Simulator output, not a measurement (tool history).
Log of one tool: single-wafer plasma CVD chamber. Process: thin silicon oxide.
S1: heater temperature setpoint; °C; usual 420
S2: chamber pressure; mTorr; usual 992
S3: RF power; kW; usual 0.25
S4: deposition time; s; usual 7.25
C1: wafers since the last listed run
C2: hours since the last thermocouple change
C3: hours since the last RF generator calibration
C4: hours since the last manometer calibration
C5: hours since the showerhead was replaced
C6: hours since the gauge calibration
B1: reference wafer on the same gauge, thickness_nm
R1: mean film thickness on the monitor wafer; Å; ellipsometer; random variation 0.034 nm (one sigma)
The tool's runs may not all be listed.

Run 1, hour 0: usual settings but S2 941 mTorr; C1 0; C2 280.1; C3 366.4; C4 1017.8; C5 5737; C6 686; B1 13.498. Result: R1 126.63 Å.
Run 2, hour 31.8: usual settings but S2 941 mTorr; C1 1070; C2 311.9; C3 398.2; C4 1049.6; C5 5768.8; C6 717.8; B1 13.488. Result: R1 126.3 Å.
Run 3, hour 75.4: usual settings but S1 411 °C, S4 7.96 s; C1 1467; C2 355.5; C3 441.8; C4 1093.2; C5 5812.4; C6 761.4; B1 13.503. Result: R1 145.1 Å.
Run 4, hour 136.1: usual settings but S1 411 °C, S4 7.96 s; C1 2043; C2 416.2; C3 502.5; C4 1153.9; C5 5873.1; C6 822.1; B1 13.494. Result: R1 144.5 Å.
Run 5, hour 204.8: usual settings; C1 2312; C2 484.9; C3 571.2; C4 1222.6; C5 5941.8; C6 890.8; B1 13.504. Result: R1 131.17 Å.
Run 6, hour 260: usual settings but S3 0.26 kW; C1 1858; C2 540.1; C3 626.4; C4 1277.8; C5 5997; C6 946; B1 13.502. Result: R1 134.05 Å.
Run 7, hour 319.6: usual settings but S3 0.26 kW; C1 2006; C2 599.7; C3 686; C4 1337.4; C5 6056.6; C6 1005.6; B1 13.491. Result: R1 134.44 Å.
Run 8, hour 348.6: usual settings but S3 0.26 kW; C1 976; C2 628.7; C3 715; C4 1366.4; C5 6085.6; C6 1034.6; B1 13.504. Result: R1 133.63 Å.
Run 9, hour 377.1: usual settings; C1 959; C2 657.2; C3 743.5; C4 1394.9; C5 6114.1; C6 1063.1; B1 13.512. Result: R1 129.62 Å.
At hour 396: showerhead replaced.
Run 10, hour 412.9: usual settings but S2 1101 mTorr; C1 935; C2 693; C3 779.3; C4 1430.7; C5 16.9; C6 1098.9; B1 13.499. Result: R1 137.12 Å.
At hour 432: capacitance manometer re-zeroed and calibrated.
Run 11, hour 479.9: usual settings but S2 1101 mTorr; C1 1985; C2 760; C3 846.3; C4 47.9; C5 83.9; C6 1165.9; B1 13.506. Result: R1 139.47 Å.
Run 12, hour 579.8: usual settings but S2 1101 mTorr; C1 3362; C2 859.9; C3 946.2; C4 147.8; C5 183.8; C6 1265.8; B1 13.499. Result: R1 139.36 Å.
Run 13, hour 609.8: usual settings but S1 412 °C; C1 1009; C2 889.9; C3 976.2; C4 177.8; C5 213.8; C6 1295.8; B1 13.492. Result: R1 131.28 Å.
Run 14, hour 670.1: usual settings but S1 409 °C, S2 1231 mTorr, S3 0.215 kW; C1 2029; C2 950.2; C3 1036.5; C4 238.1; C5 274.1; C6 1356.1; B1 13.495. Result: R1 131.59 Å.
At hour 713.4: RF generator calibrated.
Run 15, hour 722: usual settings; C1 1477; C2 1002.1; C3 8.6; C4 290; C5 326; C6 1408; B1 13.502. Result: R1 132.84 Å.
Run 16, hour 764.9: usual settings but S1 426 °C, S2 1237 mTorr; C1 1444; C2 1045; C3 51.5; C4 332.9; C5 368.9; C6 1450.9; B1 13.506. Result: R1 150.64 Å.
Run 17, hour 795.3: usual settings but S1 427 °C; C1 1023; C2 1075.4; C3 81.9; C4 363.3; C5 399.3; C6 1481.3; B1 13.513. Result: R1 131.53 Å.
At hour 842.6: thermocouple changed; heater temperature recalibrated.
Run 18, hour 843.1: usual settings but S2 1193 mTorr; C1 1339; C2 0.5; C3 129.7; C4 411.1; C5 447.1; C6 1529.1; B1 13.501. Result: R1 147.89 Å.
Run 19, hour 906.2: usual settings; C1 2123; C2 63.6; C3 192.8; C4 474.2; C5 510.2; C6 1592.2; B1 13.507. Result: R1 132.21 Å.
Run 20, hour 933.6: usual settings but S1 430 °C, S4 5.88 s; C1 922; C2 91; C3 220.2; C4 501.6; C5 537.6; C6 1619.6; B1 13.499. Result: R1 105.97 Å.
Run 21, hour 995.4: usual settings but S2 1056 mTorr, S3 0.28 kW, S4 8.03 s; C1 2080; C2 152.8; C3 282; C4 563.4; C5 599.4; C6 1681.4; B1 13.503. Result: R1 164.01 Å.
At hour 1000.8: gauge calibrated.
Run 22, hour 1053.5: usual settings but S1 405 °C, S2 1099 mTorr, S3 0.285 kW, S4 6.25 s; C1 1955; C2 210.9; C3 340.1; C4 621.5; C5 657.5; C6 52.7; B1 13.508. Result: R1 133.33 Å.
Run 23, hour 1100.4: usual settings but S1 425 °C, S2 781 mTorr, S4 6.7 s; C1 1578; C2 257.8; C3 387; C4 668.4; C5 704.4; C6 99.6; B1 13.49. Result: R1 101.84 Å.
Run 24, hour 1143.9: usual settings; C1 1464; C2 301.3; C3 430.5; C4 711.9; C5 747.9; C6 143.1; B1 13.492. Result: R1 131.86 Å.
Run 25, hour 1204.6: usual settings but S3 0.225 kW, S4 8.46 s; C1 2043; C2 362; C3 491.2; C4 772.6; C5 808.6; C6 203.8; B1 13.49. Result: R1 141.35 Å.
Run 26, hour 1269.6: usual settings; C1 2187; C2 427; C3 556.2; C4 837.6; C5 873.6; C6 268.8; B1 13.497. Result: R1 131.26 Å.

Hidden state at the last listed run before each entry between runs and at the first one after, where it differs:
Between runs 9 and 10: showerhead replaced (hour 396)
  delivered RF power above the setpoint (%): -1.83 -> -1.91; true pressure above the setpoint (%): -2.05 -> -2.17
  measured less the result without the state, R1: -3.46 -> -3.82 Å
Between runs 10 and 11: capacitance manometer re-zeroed and calibrated (hour 432)
  delivered RF power above the setpoint (%): -1.91 -> -2.05; true pressure above the setpoint (%): -2.17 -> -0.0743
  measured less the result without the state, R1: -3.82 -> -2.27 Å
Between runs 14 and 15: RF generator calibrated (hour 713.4)
  delivered RF power above the setpoint (%): -2.45 -> -0.209; true pressure above the setpoint (%): -0.137 -> -0.169
  measured less the result without the state, R1: -2.77 -> -0.34 Å
Between runs 17 and 18: thermocouple changed; heater temperature recalibrated (hour 842.6)
  delivered RF power above the setpoint (%): -0.364 -> -0.464; true pressure above the setpoint (%): -0.224 -> -0.267
  measured less the result without the state, R1: -0.54 -> -0.75 Å
Between runs 21 and 22: gauge calibrated (hour 1000.8)
  delivered RF power above the setpoint (%): -0.785 -> -0.907; true pressure above the setpoint (%): -0.438 -> -0.518
  measured less the result without the state, R1: -1.31 -> -1.19 Å
